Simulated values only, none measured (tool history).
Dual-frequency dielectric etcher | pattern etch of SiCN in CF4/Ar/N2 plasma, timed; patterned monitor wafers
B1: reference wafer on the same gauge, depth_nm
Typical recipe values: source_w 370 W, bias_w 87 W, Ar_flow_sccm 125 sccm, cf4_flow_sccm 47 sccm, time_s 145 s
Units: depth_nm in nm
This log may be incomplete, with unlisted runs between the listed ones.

run 1 hour=0 | source_w=430 bias_w=87 Ar_flow_sccm=115 cf4_flow_sccm=47 time_s=145 | B1=98.1 | depth_nm=126.9
run 2 hour=32.9 | source_w=370 bias_w=87 Ar_flow_sccm=125 cf4_flow_sccm=37 time_s=179.5 | B1=98.1 | depth_nm=128.5
run 3 hour=47.5 | source_w=370 bias_w=87 Ar_flow_sccm=125 cf4_flow_sccm=47 time_s=113.5 | B1=98 | depth_nm=83.7
-- hour=101.8 upper electrode replaced
run 4 hour=102.3 | source_w=370 bias_w=103 Ar_flow_sccm=145 cf4_flow_sccm=58 time_s=185.5 | B1=97.9 | depth_nm=146
run 5 hour=102.7 | source_w=410 bias_w=103 Ar_flow_sccm=125 cf4_flow_sccm=37 time_s=131.5 | B1=97.8 | depth_nm=110.2
run 6 hour=118.4 | source_w=290 bias_w=87 Ar_flow_sccm=136 cf4_flow_sccm=36 time_s=105.5 | B1=98 | depth_nm=58
run 7 hour=131.8 | source_w=370 bias_w=104 Ar_flow_sccm=125 cf4_flow_sccm=47 time_s=145 | B1=98 | depth_nm=115.1
run 8 hour=154.9 | source_w=370 bias_w=87 Ar_flow_sccm=125 cf4_flow_sccm=42 time_s=185 | B1=97.8 | depth_nm=134.1
-- hour=172.6 Ar flow controller replaced
-- hour=181.4 CF4 flow controller replaced
-- hour=181.6 wet clean of the chamber
run 9 hour=184.9 | source_w=370 bias_w=87 Ar_flow_sccm=125 cf4_flow_sccm=47 time_s=145 | B1=98.1 | depth_nm=103.8
-- hour=194.7 bias power generator calibrated
-- hour=206.7 gauge calibrated
run 10 hour=214.8 | source_w=430 bias_w=96 Ar_flow_sccm=113 cf4_flow_sccm=35 time_s=145 | B1=98 | depth_nm=120.9
run 11 hour=245.1 | source_w=440 bias_w=87 Ar_flow_sccm=125 cf4_flow_sccm=47 time_s=145 | B1=98 | depth_nm=124.1
run 12 hour=257.4 | source_w=370 bias_w=104 Ar_flow_sccm=125 cf4_flow_sccm=47 time_s=145 | B1=97.9 | depth_nm=110.6
run 13 hour=281.1 | source_w=280 bias_w=101 Ar_flow_sccm=95 cf4_flow_sccm=36 time_s=145 | B1=97.9 | depth_nm=81.8
run 14 hour=294.4 | source_w=370 bias_w=87 Ar_flow_sccm=125 cf4_flow_sccm=47 time_s=145 | B1=98 | depth_nm=103.8
run 15 hour=310.6 | source_w=420 bias_w=104 Ar_flow_sccm=108 cf4_flow_sccm=39 time_s=145 | B1=98.2 | depth_nm=124
-- hour=367.5 wet clean of the chamber, repeated, since the last time left the tool worse
run 16 hour=407 | source_w=370 bias_w=87 Ar_flow_sccm=149 cf4_flow_sccm=47 time_s=145 | B1=98 | depth_nm=108.4
run 17 hour=438.7 | source_w=370 bias_w=87 Ar_flow_sccm=125 cf4_flow_sccm=38 time_s=187 | B1=98.2 | depth_nm=137.8
run 18 hour=458.8 | source_w=370 bias_w=87 Ar_flow_sccm=125 cf4_flow_sccm=47 time_s=145 | B1=98.2 | depth_nm=111
run 19 hour=491.4 | source_w=370 bias_w=87 Ar_flow_sccm=125 cf4_flow_sccm=52 time_s=162.5 | B1=98 | depth_nm=124.4
run 20 hour=521.1 | source_w=370 bias_w=93 Ar_flow_sccm=125 cf4_flow_sccm=57 time_s=180.5 | B1=98.2 | depth_nm=143.4
run 21 hour=545.4 | source_w=370 bias_w=87 Ar_flow_sccm=154 cf4_flow_sccm=47 time_s=145 | B1=97.8 | depth_nm=106.1

Alternative continuations, all from the tool just after run 21; predict every row:
run A hour=545.9 | source_w=370 bias_w=75 Ar_flow_sccm=125 cf4_flow_sccm=47 time_s=145 | B1=? | depth_nm=?
run B hour=545.9 | source_w=280 bias_w=87 Ar_flow_sccm=125 cf4_flow_sccm=47 time_s=145 | B1=? | depth_nm=?
run C hour=545.9 | source_w=370 bias_w=87 Ar_flow_sccm=99 cf4_flow_sccm=47 time_s=145 | B1=? | depth_nm=?
run D hour=545.9 | source_w=340 bias_w=99 Ar_flow_sccm=156 cf4_flow_sccm=47 time_s=145 | B1=? | depth_nm=?

run=A B1=98 depth_nm=104.8
run=B B1=98 depth_nm=82.7
run=C B1=98 depth_nm=113.4
run=D B1=98 depth_nm=102.8
Take away the tool's hidden state, keep each run's random variation, and the runs would have read:
run=A depth_nm=105.9
run=B depth_nm=83.5
run=C depth_nm=114.5
run=D depth_nm=103.8
